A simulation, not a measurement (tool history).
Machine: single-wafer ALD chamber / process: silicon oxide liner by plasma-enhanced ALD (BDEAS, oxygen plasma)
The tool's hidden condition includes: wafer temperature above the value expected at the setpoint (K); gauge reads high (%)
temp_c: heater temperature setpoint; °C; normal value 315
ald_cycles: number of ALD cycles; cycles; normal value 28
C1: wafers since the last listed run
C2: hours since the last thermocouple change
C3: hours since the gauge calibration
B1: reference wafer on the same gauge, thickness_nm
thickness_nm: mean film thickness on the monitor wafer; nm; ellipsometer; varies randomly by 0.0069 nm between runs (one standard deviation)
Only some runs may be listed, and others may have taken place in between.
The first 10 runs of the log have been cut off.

Run 11, day 21.667: usual settings but ald_cycles 32 cycles; C1 533; C2 803.7; C3 1163.7; B1 2.261. Result: thickness_nm 3.160 nm.
Run 12, day 24.650: usual settings but ald_cycles 32 cycles; C1 561; C2 875.3; C3 1235.3; B1 2.259. Result: thickness_nm 3.159 nm.
At day 25.833: gauge calibrated.
Run 13, day 27.517: usual settings but ald_cycles 31 cycles; C1 539; C2 944.1; C3 40.4; B1 2.261. Result: thickness_nm 3.060 nm.
Run 14, day 28.983: usual settings but temp_c 321 °C, ald_cycles 27 cycles; C1 275; C2 979.3; C3 75.6; B1 2.262. Result: thickness_nm 2.645 nm.
At day 30.146: thermocouple changed; heater temperature recalibrated.
Run 15, day 31.658: usual settings but temp_c 321 °C, ald_cycles 27 cycles; C1 440; C2 36.3; C3 139.8; B1 2.260. Result: thickness_nm 2.635 nm.
Run 16, day 32.862: usual settings but temp_c 329 °C, ald_cycles 32 cycles; C1 226; C2 65.2; C3 168.7; B1 2.259. Result: thickness_nm 3.062 nm.
Run 17, day 35.162: usual settings but temp_c 308 °C, ald_cycles 25 cycles; C1 432; C2 120.4; C3 223.9; B1 2.262. Result: thickness_nm 2.489 nm.
Run 18, day 37.950: usual settings; C1 524; C2 187.3; C3 290.8; B1 2.260. Result: thickness_nm 2.753 nm.
Run 19, day 39.292: usual settings; C1 252; C2 219.5; C3 323.0; B1 2.262. Result: thickness_nm 2.762 nm.
Run 20, day 40.658: usual settings; C1 257; C2 252.3; C3 355.8; B1 2.260. Result: thickness_nm 2.755 nm.
Run 21, day 43.512: usual settings; C1 536; C2 320.8; C3 424.3; B1 2.260. Result: thickness_nm 2.764 nm.
Run 22, day 45.800: usual settings; C1 430; C2 375.7; C3 479.2; B1 2.262. Result: thickness_nm 2.759 nm.
Run 23, day 47.417: usual settings but ald_cycles 30 cycles; C1 304; C2 414.5; C3 518.0; B1 2.260. Result: thickness_nm 2.957 nm.
Run 24, day 49.975: usual settings; C1 481; C2 475.9; C3 579.4; B1 2.261. Result: thickness_nm 2.761 nm.
Run 25, day 52.433: usual settings but ald_cycles 25 cycles; C1 462; C2 534.9; C3 638.4; B1 2.261. Result: thickness_nm 2.475 nm.
Run 26, day 53.546: usual settings but temp_c 305 °C, ald_cycles 26 cycles; C1 209; C2 561.6; C3 665.1; B1 2.260. Result: thickness_nm 2.619 nm.
Run 27, day 55.896: usual settings but ald_cycles 33 cycles; C1 442; C2 618.0; C3 721.5; B1 2.260. Result: thickness_nm 3.260 nm.
Run 28, day 58.783: usual settings but temp_c 329 °C; C1 543; C2 687.3; C3 790.8; B1 2.261. Result: thickness_nm 2.703 nm.
Run 29, day 60.879: usual settings but temp_c 323 °C; C1 394; C2 737.6; C3 841.1; B1 2.259. Result: thickness_nm 2.727 nm.
Run 30, day 63.817: usual settings but temp_c 327 °C, ald_cycles 24 cycles; C1 552; C2 808.1; C3 911.6; B1 2.261. Result: thickness_nm 2.339 nm.
Run 31, day 65.950: usual settings but temp_c 326 °C, ald_cycles 31 cycles; C1 401; C2 859.3; C3 962.8; B1 2.259. Result: thickness_nm 3.016 nm.

3 options for the next run, each taken on its own from the tool as it stands now. Forecast them:
Run A, day 65.967: usual settings; C1 3; C2 859.7; C3 963.2; B1 ?. Result: thickness_nm ?.
Run B, day 65.967: usual settings but temp_c 305 °C, ald_cycles 33 cycles; C1 3; C2 859.7; C3 963.2; B1 ?. Result: thickness_nm ?.
Run C, day 65.967: usual settings but temp_c 309 °C, ald_cycles 25 cycles; C1 3; C2 859.7; C3 963.2; B1 ?. Result: thickness_nm ?.

run     B1  thickness_nm
  A  2.262         2.782
  B  2.262         3.349
  C  2.262         2.508
Stripped of hidden state, with their random variation kept, the same runs would have yielded:
run  thickness_nm
  A         2.758
  B         3.303
  C         2.487
